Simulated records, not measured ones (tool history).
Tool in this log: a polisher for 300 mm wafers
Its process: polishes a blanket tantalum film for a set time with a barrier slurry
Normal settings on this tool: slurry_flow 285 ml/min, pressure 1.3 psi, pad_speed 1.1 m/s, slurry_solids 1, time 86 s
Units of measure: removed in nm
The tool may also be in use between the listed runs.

run,day,slurry_flow,pressure,pad_speed,slurry_solids,time,"incoming thickness of the incoming film, nm",removed
1,0,285,1.3,0.9,1,106,352.1,105
2,1.567,285,1.3,1.1,1,86,349.2,104
# day 3.467: slurry blender recalibrated
3,4.425,285,1.3,1.1,1,86,347.8,102.9
# day 4.9: slurry nozzle cleaned
4,5.996,285,1.3,1.1,1,86,346.8,105.7
5,8.158,285,1.3,1.1,1,86,355.8,106.7
# day 8.529: worn pad replaced by a new one
6,9.529,285,1.3,1.1,1,86,350.5,107
7,10.95,285,1.3,1.1,1,86,349.5,103.9
# day 11.758: slurry blender recalibrated
8,13.042,285,1.3,1.1,1,86,350.2,105.9
9,15.912,285,1.3,1.1,1,86,356.3,105.4
# day 16.975: worn pad replaced by a new one
10,18.825,285,1.3,1.1,1,86,346.3,104
11,20.771,285,1.3,1.1,1,86,350.8,103.8
# day 21.296: slurry blender recalibrated
12,21.933,335,1.1,1.38,1,86,354.6,113.9
# day 22.621: head pressure recalibrated
13,24.138,285,1.7,1.1,0.75,70,355.2,91.8
# day 25.733: slurry nozzle cleaned
# day 26.938: worn pad replaced by a new one
14,27.104,285,1.3,1.1,1,111,350,139.9
15,29.929,285,1.3,1.1,1,86,347.7,106.8
# day 30.912: slurry blender recalibrated
16,33.342,240,1.3,1.1,1,61,352.8,73.8
17,34.7,285,1.1,0.72,0.9,86,347.5,56.6
# day 36.312: worn pad replaced by a new one
18,37.583,285,1.3,1.1,1,60,350.7,71.4
# day 40.408: slurry blender recalibrated
19,40.429,190,1.3,1.36,1,86,344.7,117.1
20,42.671,285,1.6,1.36,1,86,354.9,153.9

Run 21 is up next; what results do you expect?
21,44.483,285,1.3,1.1,1,86,351,?

removed: 103.5 nm
Minus the tool's unlogged condition, the same run would have read removed 108.6 nm.
